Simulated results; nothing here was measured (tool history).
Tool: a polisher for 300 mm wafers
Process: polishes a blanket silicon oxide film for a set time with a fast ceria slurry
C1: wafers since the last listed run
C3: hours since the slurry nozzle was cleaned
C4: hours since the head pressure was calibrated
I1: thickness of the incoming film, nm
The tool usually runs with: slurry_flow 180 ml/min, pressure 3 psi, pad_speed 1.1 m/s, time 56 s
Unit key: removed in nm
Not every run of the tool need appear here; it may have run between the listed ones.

Run 1, hour 0: usual settings but time 45 s; C1 0; wafers polished on this pad 581; C3 102.8; C4 132.6; I1 3725.3. Result: removed 895 nm.
Run 2, hour 36.4: usual settings but time 45 s; C1 305; wafers polished on this pad 886; C3 139.2; C4 169; I1 3688.1. Result: removed 871.4 nm.
Run 3, hour 86.2: usual settings but time 45 s; C1 418; wafers polished on this pad 1305; C3 189; C4 218.8; I1 3688.4. Result: removed 846.6 nm.
Run 4, hour 134.2: usual settings but slurry_flow 205 ml/min; C1 403; wafers polished on this pad 1708; C3 237; C4 266.8; I1 3664.9. Result: removed 1069.2 nm.
Run 5, hour 191.9: usual settings but slurry_flow 205 ml/min; C1 484; wafers polished on this pad 2193; C3 294.7; C4 324.5; I1 3684.4. Result: removed 1053.6 nm.
At hour 226.9: worn pad replaced by a new one.
At hour 288.9: slurry nozzle cleaned.
Run 6, hour 292.7: usual settings; C1 804; wafers polished on this pad 544; C3 3.8; C4 425.3; I1 3654.6. Result: removed 1100.5 nm.
Run 7, hour 353.8: usual settings; C1 513; wafers polished on this pad 1057; C3 64.9; C4 486.4; I1 3647. Result: removed 1073.5 nm.
Run 8, hour 394.1: usual settings but slurry_flow 215 ml/min; C1 338; wafers polished on this pad 1395; C3 105.2; C4 526.7; I1 3668.9. Result: removed 1101.4 nm.
Run 9, hour 455.1: usual settings; C1 512; wafers polished on this pad 1908; C3 166.2; C4 587.7; I1 3734.7. Result: removed 1035.6 nm.
Run 10, hour 480.2: usual settings; C1 210; wafers polished on this pad 2119; C3 191.3; C4 612.8; I1 3682.8. Result: removed 985.1 nm.
At hour 557.2: worn pad replaced by a new one.
Run 11, hour 682.5: usual settings; C1 1665; wafers polished on this pad 1052; C3 393.6; C4 815.1; I1 3741. Result: removed 1110.3 nm.
Run 12, hour 715.8: usual settings; C1 279; wafers polished on this pad 1332; C3 426.9; C4 848.4; I1 3739.1. Result: removed 1049.7 nm.
At hour 741: slurry nozzle cleaned.
Run 13, hour 781.3: usual settings; C1 541; wafers polished on this pad 1874; C3 40.3; C4 913.9; I1 3697.8. Result: removed 1042.7 nm.
Run 14, hour 842.9: usual settings but pressure 3.2 psi; C1 517; wafers polished on this pad 2391; C3 101.9; C4 975.5; I1 3729.7. Result: removed 1090.8 nm.
Run 15, hour 901.5: usual settings but slurry_flow 240 ml/min, pad_speed 0.82 m/s; C1 492; wafers polished on this pad 2883; C3 160.5; C4 1034.1; I1 3686.3. Result: removed 888.1 nm.
At hour 906.9: worn pad replaced by a new one, of another model than before.
Run 16, hour 944.7: usual settings but pressure 2.4 psi, pad_speed 0.96 m/s, time 36 s; C1 329; wafers polished on this pad 317; C3 203.7; C4 1077.3; I1 3711. Result: removed 562.1 nm.
At hour 971: head pressure recalibrated.
Run 17, hour 994.7: usual settings but pad_speed 1.44 m/s, time 61 s; C1 403; wafers polished on this pad 720; C3 253.7; C4 23.7; I1 3693.2. Result: removed 1496.2 nm.
Run 18, hour 1064.6: usual settings; C1 587; wafers polished on this pad 1307; C3 323.6; C4 93.6; I1 3760.6. Result: removed 1063.6 nm.
Run 19, hour 1119.1: usual settings but slurry_flow 235 ml/min, pressure 3.5 psi; C1 457; wafers polished on this pad 1765; C3 378.1; C4 148.1; I1 3723. Result: removed 1219.9 nm.
Run 20, hour 1148.7: usual settings but time 72 s; C1 248; wafers polished on this pad 2014; C3 407.7; C4 177.7; I1 3697.4. Result: removed 1338.9 nm.
Run 21, hour 1173.5: usual settings but pressure 4 psi, time 64 s; C1 208; wafers polished on this pad 2222; C3 432.5; C4 202.5; I1 3624.6. Result: removed 1367.1 nm.
At hour 1210.4: slurry nozzle cleaned.
Run 22, hour 1222.8: usual settings but pressure 3.9 psi; C1 405; wafers polished on this pad 2628; C3 12.4; C4 251.8; I1 3759.3. Result: removed 1165.7 nm.
At hour 1234.6: worn pad replaced by a new one.
Run 23, hour 1390.2: usual settings but slurry_flow 145 ml/min, pad_speed 0.92 m/s; C1 1372; wafers polished on this pad 1306; C3 179.8; C4 419.2; I1 3751.6. Result: removed 850.5 nm.
Run 24, hour 1452.2: usual settings; C1 520; wafers polished on this pad 1827; C3 241.8; C4 481.2; I1 3660.8. Result: removed 1054 nm.
Run 25, hour 1505.9: usual settings but pressure 3.2 psi; C1 451; wafers polished on this pad 2278; C3 295.5; C4 534.9; I1 3718. Result: removed 1023 nm.
Run 26, hour 1538.3: usual settings but slurry_flow 210 ml/min; C1 272; wafers polished on this pad 2550; C3 327.9; C4 567.3; I1 3676.5. Result: removed 1063.3 nm.
Run 27, hour 1587: usual settings but slurry_flow 235 ml/min, pressure 3.9 psi, pad_speed 0.76 m/s; C1 409; wafers polished on this pad 2959; C3 376.6; C4 616; I1 3677.5. Result: removed 886.8 nm.
At hour 1606.7: worn pad replaced by a new one.
Run 28, hour 1640.8: usual settings but pressure 2.2 psi, time 75 s; C1 418; wafers polished on this pad 286; C3 430.4; C4 669.8; I1 3658.4. Result: removed 1265.1 nm.
Run 29, hour 1696.2: usual settings but time 44 s; C1 465; wafers polished on this pad 751; C3 485.8; C4 725.2; I1 3701.2. Result: removed 828.2 nm.

Branching from run 29: 5 alternative next runs. What would each branch give?
Run A, hour 1696.6: usual settings but pressure 2.1 psi; C1 3; wafers polished on this pad 755; C3 486.2; C4 725.6; I1 3627.4. Result: removed ?.
Run B, hour 1696.6: usual settings but slurry_flow 120 ml/min, pressure 2.3 psi, time 44 s; C1 3; wafers polished on this pad 755; C3 486.2; C4 725.6; I1 3627.4. Result: removed ?.
Run C, hour 1696.6: usual settings but pressure 2.2 psi; C1 3; wafers polished on this pad 755; C3 486.2; C4 725.6; I1 3627.4. Result: removed ?.
Run D, hour 1696.6: usual settings but slurry_flow 140 ml/min; C1 3; wafers polished on this pad 755; C3 486.2; C4 725.6; I1 3627.4. Result: removed ?.
Run E, hour 1696.6: usual settings but slurry_flow 120 ml/min, pressure 3.8 psi, pad_speed 1 m/s, time 47 s; C1 3; wafers polished on this pad 755; C3 486.2; C4 725.6; I1 3627.4. Result: removed ?.

run  removed
  A    897.7
  B    620.1
  C    917.9
  D    993.1
  E    811.2
With the hidden condition removed and each run's random variation left untouched, the same runs would have given:
run  removed
  A    937.3
  B    647.4
  C    958.4
  D   1036.9
  E      847
